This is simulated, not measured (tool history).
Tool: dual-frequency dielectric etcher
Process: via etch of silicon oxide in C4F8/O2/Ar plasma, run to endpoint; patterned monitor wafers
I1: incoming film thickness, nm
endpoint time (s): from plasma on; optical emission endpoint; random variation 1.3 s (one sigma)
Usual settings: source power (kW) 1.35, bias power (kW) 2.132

Run 1, hour 0: usual settings; I1 1015.7. Result: endpoint time (s) 221.1.
Run 2, hour 49.5: usual settings but source power (kW) 1.51, bias power (kW) 2.446; I1 1030.1. Result: endpoint time (s) 209.9.
Run 3, hour 116.9: usual settings but source power (kW) 1.51, bias power (kW) 2.446; I1 1010.5. Result: endpoint time (s) 206.
Run 4, hour 168.8: usual settings but source power (kW) 1.51, bias power (kW) 2.446; I1 1012.7. Result: endpoint time (s) 204.5.
At hour 213.1: wet clean of the chamber.
Run 5, hour 213.6: usual settings but bias power (kW) 1.82; I1 1012.8. Result: endpoint time (s) 233.4.
Run 6, hour 242.3: usual settings but bias power (kW) 1.82; I1 1015.8. Result: endpoint time (s) 235.5.
Run 7, hour 294.3: usual settings but bias power (kW) 1.82; I1 1009.8. Result: endpoint time (s) 232.3.
Run 8, hour 351.2: usual settings; I1 1021.3. Result: endpoint time (s) 227.7.
Run 9, hour 401.2: usual settings; I1 1018.9. Result: endpoint time (s) 224.
Run 10, hour 437.2: usual settings; I1 1015.4. Result: endpoint time (s) 227.5.
Run 11, hour 467.3: usual settings; I1 1016.6. Result: endpoint time (s) 224.7.
Run 12, hour 529.8: usual settings; I1 997. Result: endpoint time (s) 219.9.
At hour 579: upper electrode replaced.
Run 13, hour 579.5: usual settings; I1 1015. Result: endpoint time (s) 224.
Run 14, hour 636.9: usual settings but source power (kW) 1.69, bias power (kW) 1.844; I1 1016.1. Result: endpoint time (s) 214.1.
At hour 650.4: source power generator calibrated.
Run 15, hour 688.6: usual settings but source power (kW) 1.64, bias power (kW) 2.605; I1 1007.2. Result: endpoint time (s) 196.8.
Run 16, hour 747.1: usual settings but source power (kW) 1.65, bias power (kW) 1.66; I1 1019. Result: endpoint time (s) 220.
At hour 757.8: bias power generator calibrated.
Run 17, hour 817.5: usual settings; I1 1018.2. Result: endpoint time (s) 218.8.
At hour 867.7: wet clean of the chamber.
Run 18, hour 868.2: usual settings; I1 1012.6. Result: endpoint time (s) 226.4.
Run 19, hour 883.4: usual settings but source power (kW) 1.19, bias power (kW) 2.39; I1 1013.7. Result: endpoint time (s) 228.4.
Run 20, hour 907.8: usual settings but bias power (kW) 2.513; I1 1004.2. Result: endpoint time (s) 213.6.
Run 21, hour 972.3: usual settings but source power (kW) 1.19, bias power (kW) 2.452; I1 1003.8. Result: endpoint time (s) 222.5.
Run 22, hour 1000.4: usual settings; I1 1011.4. Result: endpoint time (s) 222.6.
Run 23, hour 1047.3: usual settings but source power (kW) 1.04, bias power (kW) 1.932; I1 1016.5. Result: endpoint time (s) 248.7.
Run 24, hour 1076.7: usual settings but source power (kW) 1.16, bias power (kW) 2.555; I1 1018.2. Result: endpoint time (s) 226.9.
Run 25, hour 1120.3: usual settings; I1 996.8. Result: endpoint time (s) 220.
Run 26, hour 1153: usual settings but source power (kW) 1.09; I1 1006.2. Result: endpoint time (s) 234.6.

Hidden state or all else? Some run-to-run changes of endpoint time (s), split into what the settings, what came in and random variation would give without the hidden state, and what is left for the hidden state (with any gauge scatter that isn't in both results):
The hidden state here: etch rate over this chamber's usual, %; source power that arrives over what is set, %; bias power that arrives over what is set, %.
Run 4 -> 5: source power (kW) 1.51 -> 1.35, bias power (kW) 2.446 -> 1.82, wet clean of the chamber. endpoint time (s) +28.9: hidden state +6.8, all else +22.1.
Run 17 -> 18: wet clean of the chamber. endpoint time (s) +7.6: hidden state +7.1, all else +0.5.
Run 22 -> 23: source power (kW) 1.35 -> 1.04, bias power (kW) 2.132 -> 1.932. endpoint time (s) +26.1: hidden state -1, all else +27.1.
